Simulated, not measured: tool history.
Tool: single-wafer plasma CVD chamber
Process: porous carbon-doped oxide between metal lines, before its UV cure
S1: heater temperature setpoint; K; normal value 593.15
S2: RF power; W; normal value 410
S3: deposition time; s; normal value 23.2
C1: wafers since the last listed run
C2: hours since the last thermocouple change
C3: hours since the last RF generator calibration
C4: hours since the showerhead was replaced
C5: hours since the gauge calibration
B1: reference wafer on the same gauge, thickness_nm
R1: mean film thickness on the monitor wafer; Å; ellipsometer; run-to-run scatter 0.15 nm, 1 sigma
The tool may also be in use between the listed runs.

run 1 day=0 | S1=593.15 S2=410 S3=23.2 | C1=0 C2=1373.1 C3=1096.1 C4=2852.2 C5=155.7 | B1=82.996 | R1=939.54
run 2 day=1.408 | S1=593.15 S2=425 S3=26.6 | C1=921 C2=1406.9 C3=1129.9 C4=2886 C5=189.5 | B1=83.032 | R1=1098.06
run 3 day=2.446 | S1=602.15 S2=410 S3=25.7 | C1=678 C2=1431.8 C3=1154.8 C4=2910.9 C5=214.4 | B1=83 | R1=999.06
run 4 day=3.346 | S1=602.15 S2=410 S3=25.7 | C1=588 C2=1453.4 C3=1176.4 C4=2932.5 C5=236 | B1=83 | R1=996.56
run 5 day=4.612 | S1=602.15 S2=410 S3=25.7 | C1=828 C2=1483.8 C3=1206.8 C4=2962.9 C5=266.4 | B1=83.004 | R1=996.99
-- day=5.179 showerhead replaced
run 6 day=5.867 | S1=593.15 S2=380 S3=23.2 | C1=602 C2=1513.9 C3=1236.9 C4=16.5 C5=296.5 | B1=82.944 | R1=883.6
run 7 day=6.75 | S1=593.15 S2=450 S3=23.2 | C1=577 C2=1535.1 C3=1258.1 C4=37.7 C5=317.7 | B1=83.03 | R1=1001.47
-- day=7.738 RF generator calibrated
run 8 day=7.758 | S1=593.15 S2=380 S3=19.1 | C1=441 C2=1559.3 C3=0.5 C4=61.9 C5=341.9 | B1=82.971 | R1=770.46
-- day=8.767 thermocouple changed; heater temperature recalibrated
run 9 day=8.788 | S1=593.15 S2=410 S3=25.7 | C1=455 C2=0.5 C3=25.2 C4=86.6 C5=366.6 | B1=82.928 | R1=1110.25
-- day=9.412 gauge calibrated
run 10 day=12.504 | S1=607.15 S2=470 S3=19.1 | C1=2431 C2=89.7 C3=114.4 C4=175.8 C5=74.2 | B1=83.025 | R1=862.58
run 11 day=13.571 | S1=586.15 S2=350 S3=27.8 | C1=697 C2=115.3 C3=140 C4=201.4 C5=99.8 | B1=83.019 | R1=1096.56

What will run 12 give?
run 12 day=15.046 | S1=593.15 S2=380 S3=23.2 | C1=964 C2=150.7 C3=175.4 C4=236.8 C5=135.2 | B1=? | R1=?

Run 12 measured B1 83.024, R1 943.59 Å.
With the hidden condition absent and the run-to-run variation left alone, this run would have shown R1 956.16 Å.
